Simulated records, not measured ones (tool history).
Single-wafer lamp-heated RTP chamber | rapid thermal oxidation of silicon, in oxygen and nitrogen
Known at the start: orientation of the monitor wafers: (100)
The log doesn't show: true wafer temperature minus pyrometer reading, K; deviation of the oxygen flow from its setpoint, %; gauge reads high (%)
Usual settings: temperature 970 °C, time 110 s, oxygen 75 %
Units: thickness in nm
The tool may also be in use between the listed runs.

| run | hour | temperature | time | oxygen | wafers since the last listed run | wafers since the last pyrometer calibration | hours since the oxygen flow controller was replaced | hours since the gauge calibration | read-back reference wafer on the same gauge, thickness | thickness |
|---|---|---|---|---|---|---|---|---|---|---|
| 1 | 0 | 970 | 110 | 75 | 0 | 1411 | 5666.3 | 375.6 | 5.441 | 5.954 |
| 2 | 31.1 | 970 | 110 | 75 | 441 | 1853 | 5697.4 | 406.7 | 5.427 | 5.989 |
|  | 83 | pyrometer window cleaned and pyrometer calibrated |
| 3 | 87.1 | 970 | 135 | 75 | 681 | 58 | 5753.4 | 462.7 | 5.438 | 6.585 |
|  | 103 | gauge calibrated |
| 4 | 149.5 | 970 | 110 | 75 | 886 | 945 | 5815.8 | 46.5 | 5.439 | 6.031 |
| 5 | 177.7 | 970 | 110 | 75 | 400 | 1345 | 5844 | 74.7 | 5.439 | 5.985 |
| 6 | 217.2 | 970 | 74 | 75 | 561 | 1906 | 5883.5 | 114.2 | 5.443 | 5.068 |
|  | 235.4 | pyrometer window cleaned and pyrometer calibrated |
|  | 250.1 | oxygen flow controller replaced |
| 7 | 262.5 | 970 | 74 | 75 | 416 | 271 | 12.4 | 159.5 | 5.427 | 5.025 |
| 8 | 295.9 | 941 | 110 | 48 | 474 | 745 | 45.8 | 192.9 | 5.444 | 4.213 |
| 9 | 352.5 | 970 | 110 | 48 | 804 | 1549 | 102.4 | 249.5 | 5.442 | 5.16 |
| 10 | 411.5 | 970 | 110 | 75 | 838 | 2387 | 161.4 | 308.5 | 5.447 | 5.959 |
|  | 428.8 | pyrometer window cleaned and pyrometer calibrated |
| 11 | 471 | 962 | 65 | 86 | 731 | 600 | 220.9 | 368 | 5.441 | 4.68 |

Forecast run 12:
| 12 | 501 | 998 | 124 | 75 | 426 | 1026 | 250.9 | 398 | ? | ? |

{"run 12": {"read-back reference wafer on the same gauge, thickness": 5.446, "thickness": 7.748}}
Without the tool's hidden state the same run would have given thickness 7.748 nm.
